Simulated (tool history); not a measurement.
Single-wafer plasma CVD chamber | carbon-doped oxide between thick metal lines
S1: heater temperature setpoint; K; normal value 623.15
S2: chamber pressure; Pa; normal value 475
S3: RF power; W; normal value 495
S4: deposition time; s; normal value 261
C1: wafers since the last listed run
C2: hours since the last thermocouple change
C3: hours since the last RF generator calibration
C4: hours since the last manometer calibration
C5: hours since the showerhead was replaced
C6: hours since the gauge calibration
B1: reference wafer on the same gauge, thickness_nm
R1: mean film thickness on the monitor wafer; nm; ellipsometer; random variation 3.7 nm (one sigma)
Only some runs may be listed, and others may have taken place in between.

{"run": 1, "hour": 0.0, "S1": 616.15, "S2": 475, "S3": 495, "S4": 261, "C1": 0, "C2": 1727.8, "C3": 583.9, "C4": 2650.6, "C5": 3914.1, "C6": 1083.7, "B1": 940.349, "R1": 1113.769}
{"run": 2, "hour": 49.9, "S1": 616.15, "S2": 475, "S3": 495, "S4": 261, "C1": 385, "C2": 1777.7, "C3": 633.8, "C4": 2700.5, "C5": 3964, "C6": 1133.6, "B1": 939.893, "R1": 1114.727}
{"run": 3, "hour": 99.2, "S1": 623.15, "S2": 421, "S3": 495, "S4": 261, "C1": 380, "C2": 1827, "C3": 683.1, "C4": 2749.8, "C5": 4013.3, "C6": 1182.9, "B1": 940.532, "R1": 1074.941}
{"run": 4, "hour": 145.5, "S1": 623.15, "S2": 421, "S3": 495, "S4": 261, "C1": 357, "C2": 1873.3, "C3": 729.4, "C4": 2796.1, "C5": 4059.6, "C6": 1229.2, "B1": 940.323, "R1": 1071.159}
{"run": 5, "hour": 190.3, "S1": 623.15, "S2": 421, "S3": 495, "S4": 261, "C1": 345, "C2": 1918.1, "C3": 774.2, "C4": 2840.9, "C5": 4104.4, "C6": 1274, "B1": 941.027, "R1": 1079.776}
{"run": 6, "hour": 254.3, "S1": 623.15, "S2": 475, "S3": 555, "S4": 261, "C1": 494, "C2": 1982.1, "C3": 838.2, "C4": 2904.9, "C5": 4168.4, "C6": 1338, "B1": 939.144, "R1": 1210.386}
{"run": 7, "hour": 281.1, "S1": 623.15, "S2": 475, "S3": 495, "S4": 261, "C1": 206, "C2": 2008.9, "C3": 865, "C4": 2931.7, "C5": 4195.2, "C6": 1364.8, "B1": 940.085, "R1": 1084.288}
{"run": 8, "hour": 331.4, "S1": 623.15, "S2": 475, "S3": 495, "S4": 261, "C1": 388, "C2": 2059.2, "C3": 915.3, "C4": 2982, "C5": 4245.5, "C6": 1415.1, "B1": 941.811, "R1": 1094.418}
{"hour": 401.9, "done": "showerhead replaced"}
{"run": 9, "hour": 402.4, "S1": 623.15, "S2": 475, "S3": 495, "S4": 261, "C1": 486, "C2": 2130.2, "C3": 986.3, "C4": 3053, "C5": 0.5, "C6": 1486.1, "B1": 939.19, "R1": 1085.274}
{"run": 10, "hour": 422.1, "S1": 623.15, "S2": 475, "S3": 495, "S4": 261, "C1": 152, "C2": 2149.9, "C3": 1006, "C4": 3072.7, "C5": 20.2, "C6": 1505.8, "B1": 939.756, "R1": 1087.576}
{"run": 11, "hour": 463.4, "S1": 623.15, "S2": 475, "S3": 495, "S4": 261, "C1": 318, "C2": 2191.2, "C3": 1047.3, "C4": 3114, "C5": 61.5, "C6": 1547.1, "B1": 941.065, "R1": 1088.561}
{"run": 12, "hour": 507.8, "S1": 623.15, "S2": 475, "S3": 495, "S4": 261, "C1": 342, "C2": 2235.6, "C3": 1091.7, "C4": 3158.4, "C5": 105.9, "C6": 1591.5, "B1": 940.941, "R1": 1092.385}
{"hour": 519.2, "done": "thermocouple changed; heater temperature recalibrated"}
{"hour": 521.3, "done": "capacitance manometer re-zeroed and calibrated"}
{"run": 13, "hour": 548.3, "S1": 623.15, "S2": 475, "S3": 495, "S4": 261, "C1": 234, "C2": 29.1, "C3": 1132.2, "C4": 27, "C5": 146.4, "C6": 1632, "B1": 940.174, "R1": 1083.293}
{"run": 14, "hour": 603.2, "S1": 623.15, "S2": 421, "S3": 495, "S4": 261, "C1": 423, "C2": 84, "C3": 1187.1, "C4": 81.9, "C5": 201.3, "C6": 1686.9, "B1": 939.001, "R1": 1073.674}
{"run": 15, "hour": 646.2, "S1": 613.15, "S2": 397, "S3": 530, "S4": 296, "C1": 332, "C2": 127, "C3": 1230.1, "C4": 124.9, "C5": 244.3, "C6": 1729.9, "B1": 941.237, "R1": 1306.154}
{"run": 16, "hour": 684.8, "S1": 635.15, "S2": 557, "S3": 535, "S4": 293, "C1": 298, "C2": 165.6, "C3": 1268.7, "C4": 163.5, "C5": 282.9, "C6": 1768.5, "B1": 940.84, "R1": 1296.389}
{"run": 17, "hour": 744.8, "S1": 623.15, "S2": 475, "S3": 495, "S4": 261, "C1": 463, "C2": 225.6, "C3": 1328.7, "C4": 223.5, "C5": 342.9, "C6": 1828.5, "B1": 937.741, "R1": 1085.386}
{"hour": 777.1, "done": "RF generator calibrated"}
{"run": 18, "hour": 811.2, "S1": 623.15, "S2": 475, "S3": 495, "S4": 261, "C1": 450, "C2": 292, "C3": 34.1, "C4": 289.9, "C5": 409.3, "C6": 1894.9, "B1": 939.374, "R1": 1113.053}
{"hour": 831.9, "done": "gauge calibrated"}
{"run": 19, "hour": 848.9, "S1": 623.15, "S2": 475, "S3": 495, "S4": 261, "C1": 291, "C2": 329.7, "C3": 71.8, "C4": 327.6, "C5": 447, "C6": 17, "B1": 938.347, "R1": 1106.24}
{"run": 20, "hour": 904.6, "S1": 608.15, "S2": 475, "S3": 495, "S4": 261, "C1": 430, "C2": 385.4, "C3": 127.5, "C4": 383.3, "C5": 502.7, "C6": 72.7, "B1": 940.127, "R1": 1147.844}
{"run": 21, "hour": 940.1, "S1": 623.15, "S2": 475, "S3": 495, "S4": 261, "C1": 274, "C2": 420.9, "C3": 163, "C4": 418.8, "C5": 538.2, "C6": 108.2, "B1": 941.182, "R1": 1102.224}
{"run": 22, "hour": 979.2, "S1": 623.15, "S2": 556, "S3": 580, "S4": 294, "C1": 301, "C2": 460, "C3": 202.1, "C4": 457.9, "C5": 577.3, "C6": 147.3, "B1": 941.357, "R1": 1452.389}
{"run": 23, "hour": 1027.7, "S1": 632.15, "S2": 475, "S3": 495, "S4": 261, "C1": 374, "C2": 508.5, "C3": 250.6, "C4": 506.4, "C5": 625.8, "C6": 195.8, "B1": 940.605, "R1": 1073.167}
{"run": 24, "hour": 1058.7, "S1": 608.15, "S2": 508, "S3": 590, "S4": 298, "C1": 239, "C2": 539.5, "C3": 281.6, "C4": 537.4, "C5": 656.8, "C6": 226.8, "B1": 941.21, "R1": 1516.311}
{"run": 25, "hour": 1125.7, "S1": 623.15, "S2": 475, "S3": 585, "S4": 279, "C1": 517, "C2": 606.5, "C3": 348.6, "C4": 604.4, "C5": 723.8, "C6": 293.8, "B1": 939.803, "R1": 1352.509}
{"run": 26, "hour": 1158.9, "S1": 636.15, "S2": 393, "S3": 495, "S4": 261, "C1": 256, "C2": 639.7, "C3": 381.8, "C4": 637.6, "C5": 757, "C6": 327, "B1": 941.512, "R1": 1042.406}
{"run": 27, "hour": 1195.5, "S1": 635.15, "S2": 525, "S3": 410, "S4": 261, "C1": 282, "C2": 676.3, "C3": 418.4, "C4": 674.2, "C5": 793.6, "C6": 363.6, "B1": 941.813, "R1": 889.725}
{"run": 28, "hour": 1221.4, "S1": 630.15, "S2": 475, "S3": 570, "S4": 261, "C1": 199, "C2": 702.2, "C3": 444.3, "C4": 700.1, "C5": 819.5, "C6": 389.5, "B1": 939.479, "R1": 1219.593}
{"run": 29, "hour": 1273.7, "S1": 613.15, "S2": 504, "S3": 495, "S4": 261, "C1": 403, "C2": 754.5, "C3": 496.6, "C4": 752.4, "C5": 871.8, "C6": 441.8, "B1": 939.989, "R1": 1125.198}

Below are 3 alternative next runs, each starting from the tool's condition after run 29. Predict each:
{"run": "A", "hour": 1274.2, "S1": 623.15, "S2": 588, "S3": 495, "S4": 261, "C1": 3, "C2": 755, "C3": 497.1, "C4": 752.9, "C5": 872.3, "C6": 442.3, "B1": "?", "R1": "?"}
{"run": "B", "hour": 1274.2, "S1": 619.15, "S2": 435, "S3": 455, "S4": 275, "C1": 3, "C2": 755, "C3": 497.1, "C4": 752.9, "C5": 872.3, "C6": 442.3, "B1": "?", "R1": "?"}
{"run": "C", "hour": 1274.2, "S1": 623.15, "S2": 475, "S3": 410, "S4": 261, "C1": 3, "C2": 755, "C3": 497.1, "C4": 752.9, "C5": 872.3, "C6": 442.3, "B1": "?", "R1": "?"}

run=A B1=938.119 R1=1127.051
run=B B1=938.119 R1=1056.751
run=C B1=938.119 R1=895.883
What these runs would have given with no unlogged condition in the tool:
run=A R1=1151.426
run=B R1=1083.321
run=C R1=919.408
